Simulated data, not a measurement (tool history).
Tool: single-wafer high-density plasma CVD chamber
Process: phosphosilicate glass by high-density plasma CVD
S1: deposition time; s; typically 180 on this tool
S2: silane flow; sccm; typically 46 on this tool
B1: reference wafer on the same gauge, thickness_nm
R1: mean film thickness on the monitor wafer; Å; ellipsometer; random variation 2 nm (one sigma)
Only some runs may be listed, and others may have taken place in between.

run 1 day=0.000 | S1=180 S2=46 | B1=891.404 | R1=7930.27
run 2 day=2.579 | S1=180 S2=46 | B1=892.612 | R1=7927.41
run 3 day=4.183 | S1=168 S2=42 | B1=892.556 | R1=7030.08
run 4 day=5.600 | S1=168 S2=42 | B1=891.653 | R1=7032.57
run 5 day=6.938 | S1=168 S2=42 | B1=891.861 | R1=7034.19
run 6 day=9.900 | S1=180 S2=46 | B1=892.477 | R1=7944.87
run 7 day=11.183 | S1=180 S2=46 | B1=891.983 | R1=7957.43
run 8 day=12.225 | S1=180 S2=46 | B1=892.295 | R1=7944.55
run 9 day=13.817 | S1=180 S2=46 | B1=892.026 | R1=7928.46
run 10 day=15.367 | S1=199 S2=46 | B1=892.144 | R1=8780.37
run 11 day=17.196 | S1=180 S2=46 | B1=891.755 | R1=7940.53
run 12 day=18.571 | S1=180 S2=46 | B1=892.356 | R1=7921.97
run 13 day=21.354 | S1=180 S2=46 | B1=892.469 | R1=7936.21
run 14 day=22.483 | S1=180 S2=50 | B1=891.720 | R1=8368.59
run 15 day=23.796 | S1=180 S2=43 | B1=892.048 | R1=7618.43
run 16 day=25.700 | S1=170 S2=46 | B1=891.951 | R1=7457.81
run 17 day=28.346 | S1=180 S2=46 | B1=892.234 | R1=7904.40
run 18 day=29.525 | S1=180 S2=53 | B1=892.769 | R1=8652.27
-- day=30.683 gauge calibrated
run 19 day=30.846 | S1=166 S2=50 | B1=891.403 | R1=7705.25
-- day=33.871 silane flow controller replaced
run 20 day=36.179 | S1=207 S2=49 | B1=892.246 | R1=9894.23
run 21 day=38.200 | S1=209 S2=46 | B1=892.456 | R1=9589.54
run 22 day=40.125 | S1=198 S2=46 | B1=891.616 | R1=9092.03
run 23 day=42.912 | S1=213 S2=54 | B1=891.485 | R1=10889.30
run 24 day=45.712 | S1=180 S2=39 | B1=891.988 | R1=7474.21
run 25 day=48.267 | S1=180 S2=37 | B1=891.271 | R1=7236.11
run 26 day=49.788 | S1=159 S2=42 | B1=891.949 | R1=6883.56
run 27 day=51.779 | S1=180 S2=46 | B1=891.859 | R1=8246.81
run 28 day=53.833 | S1=156 S2=51 | B1=891.818 | R1=7603.38
run 29 day=54.992 | S1=207 S2=54 | B1=891.836 | R1=10505.64
run 30 day=56.662 | S1=180 S2=46 | B1=891.591 | R1=8260.22
run 31 day=58.962 | S1=204 S2=50 | B1=892.349 | R1=9833.77
run 32 day=60.917 | S1=204 S2=46 | B1=891.024 | R1=9324.67

Hidden state or all else? Some run-to-run changes of R1, split into what the settings, what came in and random variation would give without the hidden state, and what is left for the hidden state (with any gauge scatter that isn't in both results):
Hidden state present: delivered silane flow above the setpoint (%); gauge reads high (%).
Run 5 -> 6: S1 168 -> 180, S2 42 -> 46. R1 +910.68 Å: hidden state -39.92, all else +950.60.
Run 18 -> 19: S1 180 -> 166, S2 53 -> 50, gauge calibrated. R1 -947.02 Å: hidden state +38.79, all else -985.81.
Run 19 -> 20: S1 166 -> 207, S2 50 -> 49, silane flow controller replaced. R1 +2188.98 Å: hidden state +336.33, all else +1852.65.
Run 23 -> 24: S1 213 -> 180, S2 54 -> 39. R1 -3415.09 Å: hidden state -0.14, all else -3414.95.
Run 28 -> 29: S1 156 -> 207, S2 51 -> 54. R1 +2902.26 Å: hidden state -11.65, all else +2913.91.
Run 29 -> 30: S1 207 -> 180, S2 54 -> 46. R1 -2245.42 Å: hidden state +5.07, all else -2250.49.
